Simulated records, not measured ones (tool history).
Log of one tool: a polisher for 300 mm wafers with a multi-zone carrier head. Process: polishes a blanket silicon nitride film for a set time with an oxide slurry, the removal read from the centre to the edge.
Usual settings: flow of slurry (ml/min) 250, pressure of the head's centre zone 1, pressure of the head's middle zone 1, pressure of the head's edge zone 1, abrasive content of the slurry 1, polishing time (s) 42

run   hour  flow of slurry (ml/min)  pressure of the head's centre zone  pressure of the head's middle zone  pressure of the head's edge zone  abrasive content of the slurry  polishing time (s)  wafers since the last listed run  wafers polished on this pad  hours since the slurry nozzle was cleaned  hours since the centre zone pressure was calibrated  hours since the edge zone pressure was calibrated  hours since the carrier head's membrane was replaced  incoming thickness of the incoming film, nm  film removed at the wafer's centre (angstrom)  film removed at mid-radius (angstrom)  film removed at the wafer's edge (angstrom)
  1      0                      250                                   1                                   1                                 1                               1                  42                                 0                          982                                      682.1                                                 63.4                                              293.4                                                  56.2                                        243.2                                            301                                    291                                          305
  2   11.4                      250                                   1                                   1                                 1                               1                  42                               157                         1139                                      693.5                                                 74.8                                              304.8                                                  67.6                                        239.3                                            291                                    290                                          307
  3   17.4                      250                                   1                                0.91                                 1                               1                  54                                82                         1222                                      699.5                                                 80.8                                              310.8                                                  73.6                                        240.6                                            375                                    342                                          384
      36.1  -- worn pad replaced by a new one
      52.7  -- edge zone pressure recalibrated
  4   69.1                      250                                   1                                   1                                 1                               1                  42                               632                          428                                      751.2                                                132.5                                               16.4                                                 125.3                                        236.6                                            296                                    288                                          298
  5   75.2                      250                                   1                                   1                                 1                               1                  42                                84                          512                                      757.3                                                138.6                                               22.5                                                 131.4                                        238.5                                            289                                    289                                          298
  6   92.6                      290                                1.07                                   1                                 1                               1                  42                               240                          753                                      774.7                                                  156                                               39.9                                                 148.8                                        235.7                                            315                                    296                                          307
  7  109.7                      170                                1.05                                   1                                 1                            1.25                  29                               236                          990                                      791.8                                                173.1                                                 57                                                 165.9                                        236.2                                            226                                    214                                          226
     130.6  -- slurry nozzle cleaned
  8  137.7                      250                                   1                                   1                                 1                               1                  42                               373                         1363                                        7.1                                                201.1                                                 85                                                 193.9                                        240.2                                            292                                    283                                          302
       148  -- worn pad replaced by a new one
  9  148.5                      320                                   1                                   1                                 1                               1                  42                                94                            7                                       17.9                                                211.9                                               95.8                                                 204.7                                        236.4                                            298                                    297                                          308
 10  161.1                      250                                   1                                1.06                                 1                            0.85                  31                               174                          181                                       30.5                                                224.5                                              108.4                                                 217.3                                          240                                            191                                    204                                          197
 11    172                      225                                0.91                                0.95                                 1                               1                  52                               150                          332                                       41.4                                                235.4                                              119.3                                                 228.2                                        244.5                                            324                                    340                                          368
 12  180.1                      190                                0.94                                   1                              0.95                               1                  42                               112                          444                                       49.5                                                243.5                                              127.4                                                 236.3                                        243.3                                            263                                    276                                          292
 13  195.6                      250                                   1                                   1                              1.08                               1                  42                               214                          658                                         65                                                  259                                              142.9                                                 251.8                                        238.4                                            295                                    292                                          317
 14  207.9                      285                                   1                                   1                                 1                               1                  42                               170                          829                                       77.3                                                271.3                                              155.2                                                 264.1                                        244.6                                            293                                    294                                          305
 15  221.6                      250                                   1                                0.96                                 1                               1                  42                               189                         1018                                         91                                                  285                                              168.9                                                 277.8                                          242                                            292                                    281                                          302
 16    229                      250                                   1                                   1                                 1                               1                  42                               102                         1120                                       98.4                                                292.4                                              176.3                                                 285.2                                          238                                            297                                    287                                          301
       246  -- worn pad replaced by a new one
 17  246.5                      315                                   1                                1.07                                 1                            0.85                  54                               186                            7                                      115.9                                                309.9                                              193.8                                                 302.7                                        244.5                                            345                                    358                                          348
 18  249.8                      280                                   1                                   1                              1.08                               1                  42                                45                           52                                      119.2                                                313.2                                              197.1                                                   306                                        240.6                                            294                                    289                                          315
 19  262.4                      250                                   1                                   1                                 1                               1                  42                               174                          226                                      131.8                                                325.8                                              209.7                                                 318.6                                        239.3                                            293                                    293                                          303
 20  268.8                      305                                1.11                                0.91                                 1                               1                  42                                88                          315                                      138.2                                                332.2                                              216.1                                                   325                                        243.5                                            328                                    272                                          303
 21    285                      250                                   1                                   1                                 1                            1.25                  42                               224                          539                                      154.4                                                348.4                                              232.3                                                 341.2                                        242.5                                            333                                    329                                          339

What the log doesn't show, run by run:
removal rate lost through wear of the pad, %: 0 in every run
slurry flow missing at the pad, %: 0 in every run
deviation of the centre zone's pressure from its setpoint, %: 0 in every run
deviation of the edge zone's pressure from its setpoint, %: 0 in every run
